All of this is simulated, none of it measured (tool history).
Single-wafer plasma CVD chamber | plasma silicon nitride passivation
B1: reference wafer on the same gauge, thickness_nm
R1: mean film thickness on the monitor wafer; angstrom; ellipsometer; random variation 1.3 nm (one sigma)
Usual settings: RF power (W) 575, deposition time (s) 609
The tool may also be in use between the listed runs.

run 1 hour=0 | RF_power_(W)=575 deposition_time_(s)=609 | B1=949.9 | R1=8280.42
run 2 hour=67.8 | RF_power_(W)=575 deposition_time_(s)=609 | B1=950.232 | R1=8290.22
run 3 hour=130.3 | RF_power_(W)=575 deposition_time_(s)=609 | B1=949.64 | R1=8284.09
run 4 hour=157.9 | RF_power_(W)=575 deposition_time_(s)=530 | B1=950.636 | R1=7213.41
run 5 hour=210.3 | RF_power_(W)=575 deposition_time_(s)=530 | B1=949.864 | R1=7204.28
run 6 hour=282.1 | RF_power_(W)=575 deposition_time_(s)=609 | B1=949.679 | R1=8289.51
-- hour=322.8 RF generator calibrated
run 7 hour=323.3 | RF_power_(W)=575 deposition_time_(s)=609 | B1=949.693 | R1=8432.56
run 8 hour=347 | RF_power_(W)=575 deposition_time_(s)=609 | B1=950.054 | R1=8444.24
run 9 hour=407.5 | RF_power_(W)=540 deposition_time_(s)=644 | B1=949.398 | R1=8807.91
-- hour=424.4 gauge calibrated
-- hour=438.3 showerhead replaced
run 10 hour=453.3 | RF_power_(W)=625 deposition_time_(s)=708 | B1=950.252 | R1=9946.53
run 11 hour=524.1 | RF_power_(W)=575 deposition_time_(s)=609 | B1=949.794 | R1=8397.25
run 12 hour=589.2 | RF_power_(W)=490 deposition_time_(s)=548 | B1=950.372 | R1=7324.61
run 13 hour=622.3 | RF_power_(W)=605 deposition_time_(s)=511 | B1=950.242 | R1=7115.78
run 14 hour=661.4 | RF_power_(W)=685 deposition_time_(s)=609 | B1=949.694 | R1=8689.61
run 15 hour=697.8 | RF_power_(W)=490 deposition_time_(s)=682 | B1=950.017 | R1=9091.04
run 16 hour=765.2 | RF_power_(W)=460 deposition_time_(s)=609 | B1=950.367 | R1=8012.17
run 17 hour=801 | RF_power_(W)=480 deposition_time_(s)=504 | B1=950.601 | R1=6688.44
run 18 hour=836.5 | RF_power_(W)=575 deposition_time_(s)=609 | B1=950.492 | R1=8393.19

The tool's hidden state at each run:
gauge reads high (%): 0 in every run
H1: delivered RF power above the setpoint (%)
run=1 H1=-8.79
run=2 H1=-8.85
run=3 H1=-8.9
run=4 H1=-8.93
run=5 H1=-8.97
run=6 H1=-9.02
run=7 H1=-0.124
run=8 H1=-0.373
run=9 H1=-0.976
run=10 H1=-1.4
run=11 H1=-2.02
run=12 H1=-2.53
run=13 H1=-2.78
run=14 H1=-3.06
run=15 H1=-3.31
run=16 H1=-3.74
run=17 H1=-3.95
run=18 H1=-4.15
